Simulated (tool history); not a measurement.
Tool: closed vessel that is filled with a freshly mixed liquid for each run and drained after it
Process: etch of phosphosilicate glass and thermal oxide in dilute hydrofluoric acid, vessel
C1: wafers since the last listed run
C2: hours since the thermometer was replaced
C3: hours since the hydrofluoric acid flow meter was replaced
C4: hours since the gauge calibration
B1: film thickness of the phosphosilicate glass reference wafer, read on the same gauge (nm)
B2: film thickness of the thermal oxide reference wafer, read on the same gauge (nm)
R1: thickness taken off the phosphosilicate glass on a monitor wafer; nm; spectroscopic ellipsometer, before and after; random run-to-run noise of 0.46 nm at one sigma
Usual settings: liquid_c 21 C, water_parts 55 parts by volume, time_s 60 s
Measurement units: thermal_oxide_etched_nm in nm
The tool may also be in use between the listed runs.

Run 1, hour 0: usual settings; C1 0; C2 838.5; C3 1342.9; C4 2034.3; B1 129.96; B2 50.012. Result: R1 60.69 nm, thermal_oxide_etched_nm 4.696 nm.
Run 2, hour 59.4: usual settings but time_s 35 s; C1 5537; C2 897.9; C3 1402.3; C4 2093.7; B1 129.99; B2 50.021. Result: R1 35.12 nm, thermal_oxide_etched_nm 2.726 nm.
Run 3, hour 121.5: usual settings but time_s 35 s; C1 5789; C2 960; C3 1464.4; C4 2155.8; B1 130.03; B2 49.988. Result: R1 34.75 nm, thermal_oxide_etched_nm 2.727 nm.
Run 4, hour 179.7: usual settings but time_s 35 s; C1 5425; C2 1018.2; C3 1522.6; C4 2214; B1 129.98; B2 50.011. Result: R1 34.63 nm, thermal_oxide_etched_nm 2.75 nm.
Run 5, hour 245.6: usual settings but water_parts 35 parts by volume, time_s 30 s; C1 6143; C2 1084.1; C3 1588.5; C4 2279.9; B1 129.98; B2 50.014. Result: R1 47.09 nm, thermal_oxide_etched_nm 3.746 nm.
Run 6, hour 283.6: usual settings but time_s 40 s; C1 3542; C2 1122.1; C3 1626.5; C4 2317.9; B1 129.96; B2 49.961. Result: R1 39.8 nm, thermal_oxide_etched_nm 3.1 nm.
Run 7, hour 387.4: usual settings but water_parts 75 parts by volume, time_s 70 s; C1 9677; C2 1225.9; C3 1730.3; C4 2421.7; B1 130.01; B2 49.986. Result: R1 49.19 nm, thermal_oxide_etched_nm 3.866 nm.
Run 8, hour 480.9: usual settings but liquid_c 24.5 C, water_parts 25 parts by volume, time_s 40 s; C1 8716; C2 1319.4; C3 1823.8; C4 2515.2; B1 129.97; B2 50.009. Result: R1 103.67 nm, thermal_oxide_etched_nm 8.116 nm.
At hour 551.7: hydrofluoric acid flow meter replaced.
Run 9, hour 552.2: usual settings; C1 6553; C2 1390.7; C3 0.5; C4 2586.5; B1 130.01; B2 50.011. Result: R1 57.94 nm, thermal_oxide_etched_nm 4.553 nm.
At hour 587.5: gauge calibrated.
Run 10, hour 602.6: usual settings but water_parts 40 parts by volume; C1 4698; C2 1441.1; C3 50.9; C4 15.1; B1 130.04; B2 49.995. Result: R1 81.04 nm, thermal_oxide_etched_nm 6.391 nm.
Run 11, hour 650.8: usual settings but liquid_c 17 C, time_s 45 s; C1 4493; C2 1489.3; C3 99.1; C4 63.3; B1 130.01; B2 50.016. Result: R1 36.18 nm, thermal_oxide_etched_nm 2.863 nm.
Run 12, hour 724.1: usual settings but liquid_c 24.5 C, time_s 45 s; C1 6833; C2 1562.6; C3 172.4; C4 136.6; B1 129.99; B2 49.986. Result: R1 50.1 nm, thermal_oxide_etched_nm 3.942 nm.
Run 13, hour 771.6: usual settings but liquid_c 23.5 C, time_s 40 s; C1 4428; C2 1610.1; C3 219.9; C4 184.1; B1 130.01; B2 49.965. Result: R1 42.49 nm, thermal_oxide_etched_nm 3.337 nm.
Run 14, hour 819.1: usual settings; C1 4428; C2 1657.6; C3 267.4; C4 231.6; B1 129.95; B2 50.019. Result: R1 57.52 nm, thermal_oxide_etched_nm 4.509 nm.
At hour 837: thermometer replaced.
Run 15, hour 921.3: usual settings but liquid_c 19.5 C, water_parts 40 parts by volume, time_s 30 s; C1 9434; C2 84.3; C3 369.6; C4 333.8; B1 130.02; B2 50.008. Result: R1 41.79 nm, thermal_oxide_etched_nm 3.278 nm.
Run 16, hour 982: usual settings but liquid_c 24.5 C, water_parts 70 parts by volume, time_s 75 s; C1 5658; C2 145; C3 430.3; C4 394.5; B1 129.98; B2 49.993. Result: R1 69.58 nm, thermal_oxide_etched_nm 5.561 nm.
Run 17, hour 1024.5: usual settings; C1 3962; C2 187.5; C3 472.8; C4 437; B1 130.02; B2 50.004. Result: R1 63.13 nm, thermal_oxide_etched_nm 4.945 nm.
Run 18, hour 1072.9: usual settings but time_s 75 s; C1 4512; C2 235.9; C3 521.2; C4 485.4; B1 129.98; B2 49.981. Result: R1 78.74 nm, thermal_oxide_etched_nm 6.219 nm.
Run 19, hour 1128.5: usual settings but liquid_c 17 C; C1 5183; C2 291.5; C3 576.8; C4 541; B1 130; B2 50.019. Result: R1 52.87 nm, thermal_oxide_etched_nm 4.136 nm.
Run 20, hour 1232.3: usual settings but water_parts 80 parts by volume, time_s 75 s; C1 9677; C2 395.3; C3 680.6; C4 644.8; B1 130.01; B2 50.007. Result: R1 51.48 nm, thermal_oxide_etched_nm 4.095 nm.
Run 21, hour 1327.8: usual settings but liquid_c 24.5 C, time_s 45 s; C1 8903; C2 490.8; C3 776.1; C4 740.3; B1 130.02; B2 49.999. Result: R1 53.8 nm, thermal_oxide_etched_nm 4.242 nm.
Run 22, hour 1407.6: usual settings but liquid_c 18 C, time_s 30 s; C1 7439; C2 570.6; C3 855.9; C4 820.1; B1 130.02; B2 49.981. Result: R1 27.4 nm, thermal_oxide_etched_nm 2.13 nm.

What does the tool deliver on the next run?
Run 23, hour 1488.6: usual settings but water_parts 80 parts by volume; C1 7551; C2 651.6; C3 936.9; C4 901.1; B1 ?; B2 ?. Result: R1 ?, thermal_oxide_etched_nm ?.

Logged for run 23: B1 129.96, B2 50.005, R1 41.06 nm, thermal_oxide_etched_nm 3.202 nm.
Without the tool's hidden state the same run would have given R1 42.72 nm, thermal_oxide_etched_nm 3.332 nm.
